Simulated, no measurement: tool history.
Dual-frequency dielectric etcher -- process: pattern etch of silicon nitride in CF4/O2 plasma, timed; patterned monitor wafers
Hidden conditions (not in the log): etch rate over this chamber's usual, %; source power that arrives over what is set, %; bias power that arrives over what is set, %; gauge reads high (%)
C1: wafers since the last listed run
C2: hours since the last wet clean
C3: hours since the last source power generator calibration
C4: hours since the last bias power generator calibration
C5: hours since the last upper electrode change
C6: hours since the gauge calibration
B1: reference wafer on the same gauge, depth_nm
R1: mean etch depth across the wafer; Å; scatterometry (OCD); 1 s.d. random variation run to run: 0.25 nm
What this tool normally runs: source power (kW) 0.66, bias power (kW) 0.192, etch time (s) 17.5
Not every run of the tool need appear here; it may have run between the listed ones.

Run 1, hour 0: usual settings but source power (kW) 0.77; C1 0; C2 209.8; C3 2321.6; C4 4338.5; C5 3723; C6 993.7; B1 57.34. Result: R1 543.2 Å.
Run 2, hour 31.2: usual settings; C1 572; C2 241; C3 2352.8; C4 4369.7; C5 3754.2; C6 1024.9; B1 57.36. Result: R1 487 Å.
Run 3, hour 64.8: usual settings; C1 616; C2 274.6; C3 2386.4; C4 4403.3; C5 3787.8; C6 1058.5; B1 57.3. Result: R1 485.6 Å.
Run 4, hour 79.4: usual settings; C1 268; C2 289.2; C3 2401; C4 4417.9; C5 3802.4; C6 1073.1; B1 57.39. Result: R1 485.8 Å.
Run 5, hour 101.8: usual settings but source power (kW) 0.56; C1 411; C2 311.6; C3 2423.4; C4 4440.3; C5 3824.8; C6 1095.5; B1 57.15. Result: R1 436.3 Å.
Run 6, hour 119: usual settings but source power (kW) 0.76, bias power (kW) 0.224; C1 315; C2 328.8; C3 2440.6; C4 4457.5; C5 3842; C6 1112.7; B1 57.2. Result: R1 573.1 Å.
Run 7, hour 212.9: usual settings but source power (kW) 0.72, etch time (s) 19.5; C1 1724; C2 422.7; C3 2534.5; C4 4551.4; C5 3935.9; C6 1206.6; B1 57.46. Result: R1 571 Å.
Run 8, hour 232.4: usual settings but source power (kW) 0.72, etch time (s) 19.5; C1 358; C2 442.2; C3 2554; C4 4570.9; C5 3955.4; C6 1226.1; B1 57.35. Result: R1 575 Å.
Run 9, hour 261.6: usual settings but bias power (kW) 0.175; C1 536; C2 471.4; C3 2583.2; C4 4600.1; C5 3984.6; C6 1255.3; B1 57.31. Result: R1 465.8 Å.
Run 10, hour 296.5: usual settings; C1 640; C2 506.3; C3 2618.1; C4 4635; C5 4019.5; C6 1290.2; B1 57.36. Result: R1 488 Å.
At hour 299.8: gauge calibrated.
Run 11, hour 325.8: usual settings; C1 538; C2 535.6; C3 2647.4; C4 4664.3; C5 4048.8; C6 26; B1 57.34. Result: R1 488.3 Å.
Run 12, hour 358.2: usual settings; C1 594; C2 568; C3 2679.8; C4 4696.7; C5 4081.2; C6 58.4; B1 57.32. Result: R1 484.6 Å.
Run 13, hour 373.6: usual settings; C1 282; C2 583.4; C3 2695.2; C4 4712.1; C5 4096.6; C6 73.8; B1 57.41. Result: R1 480.5 Å.
At hour 405.9: wet clean of the chamber.
At hour 420.3: upper electrode replaced.
Run 14, hour 420.8: usual settings; C1 161; C2 14.9; C3 2742.4; C4 4759.3; C5 0.5; C6 121; B1 57.46. Result: R1 486 Å.
Run 15, hour 421.1: usual settings but bias power (kW) 0.168, etch time (s) 13; C1 5; C2 15.2; C3 2742.7; C4 4759.6; C5 0.8; C6 121.3; B1 57.28. Result: R1 340.2 Å.
Run 16, hour 440.1: usual settings but bias power (kW) 0.179, etch time (s) 20.5; C1 348; C2 34.2; C3 2761.7; C4 4778.6; C5 19.8; C6 140.3; B1 57.36. Result: R1 549.7 Å.
Run 17, hour 510.6: usual settings but source power (kW) 0.74; C1 1294; C2 104.7; C3 2832.2; C4 4849.1; C5 90.3; C6 210.8; B1 57.39. Result: R1 524.9 Å.
Run 18, hour 544.2: usual settings but source power (kW) 0.73, etch time (s) 22; C1 616; C2 138.3; C3 2865.8; C4 4882.7; C5 123.9; C6 244.4; B1 57.34. Result: R1 654.2 Å.
Run 19, hour 568: usual settings but source power (kW) 0.51, bias power (kW) 0.171, etch time (s) 21.5; C1 437; C2 162.1; C3 2889.6; C4 4906.5; C5 147.7; C6 268.2; B1 57.18. Result: R1 474.2 Å.
At hour 572.3: source power generator calibrated.
Run 20, hour 584.9: usual settings; C1 236; C2 179; C3 12.6; C4 4923.4; C5 164.6; C6 285.1; B1 57.27. Result: R1 486.6 Å.
At hour 605.6: bias power generator calibrated.
Run 21, hour 684.7: usual settings; C1 1759; C2 278.8; C3 112.4; C4 79.1; C5 264.4; C6 384.9; B1 57.35. Result: R1 484.4 Å.
Run 22, hour 714.8: usual settings but bias power (kW) 0.218; C1 552; C2 308.9; C3 142.5; C4 109.2; C5 294.5; C6 415; B1 57.31. Result: R1 513.3 Å.
Run 23, hour 747: usual settings but bias power (kW) 0.148, etch time (s) 20.5; C1 591; C2 341.1; C3 174.7; C4 141.4; C5 326.7; C6 447.2; B1 57.33. Result: R1 509.3 Å.
Run 24, hour 781.1: usual settings; C1 626; C2 375.2; C3 208.8; C4 175.5; C5 360.8; C6 481.3; B1 57.33. Result: R1 486.5 Å.
Run 25, hour 796.2: usual settings but bias power (kW) 0.176; C1 277; C2 390.3; C3 223.9; C4 190.6; C5 375.9; C6 496.4; B1 57.26. Result: R1 467.5 Å.
Run 26, hour 817.6: usual settings but bias power (kW) 0.173, etch time (s) 21; C1 392; C2 411.7; C3 245.3; C4 212; C5 397.3; C6 517.8; B1 57.31. Result: R1 559.4 Å.
Run 27, hour 840.4: usual settings but bias power (kW) 0.157, etch time (s) 14.5; C1 418; C2 434.5; C3 268.1; C4 234.8; C5 420.1; C6 540.6; B1 57.25. Result: R1 369.2 Å.
Run 28, hour 863.8: usual settings but source power (kW) 0.59, etch time (s) 21.5; C1 429; C2 457.9; C3 291.5; C4 258.2; C5 443.5; C6 564; B1 57.32. Result: R1 549.2 Å.
Run 29, hour 891.4: usual settings but source power (kW) 0.52, bias power (kW) 0.157, etch time (s) 20; C1 506; C2 485.5; C3 319.1; C4 285.8; C5 471.1; C6 591.6; B1 57.22. Result: R1 436.8 Å.
Run 30, hour 912.6: usual settings but source power (kW) 0.76, bias power (kW) 0.224; C1 389; C2 506.7; C3 340.3; C4 307; C5 492.3; C6 612.8; B1 57.36. Result: R1 573.1 Å.

How the hidden state differs across the entries between the runs, from the last listed run before each to the first after it:
After run 10, before run 11: gauge calibrated (hour 299.8)
  no difference in the tool's unlogged condition between these two runs
After run 13, before run 14: wet clean of the chamber (hour 405.9); upper electrode replaced (hour 420.3)
  no difference in the tool's unlogged condition between these two runs
After run 19, before run 20: source power generator calibrated (hour 572.3)
  no difference in the tool's unlogged condition between these two runs
After run 20, before run 21: bias power generator calibrated (hour 605.6)
  no difference in the tool's unlogged condition between these two runs

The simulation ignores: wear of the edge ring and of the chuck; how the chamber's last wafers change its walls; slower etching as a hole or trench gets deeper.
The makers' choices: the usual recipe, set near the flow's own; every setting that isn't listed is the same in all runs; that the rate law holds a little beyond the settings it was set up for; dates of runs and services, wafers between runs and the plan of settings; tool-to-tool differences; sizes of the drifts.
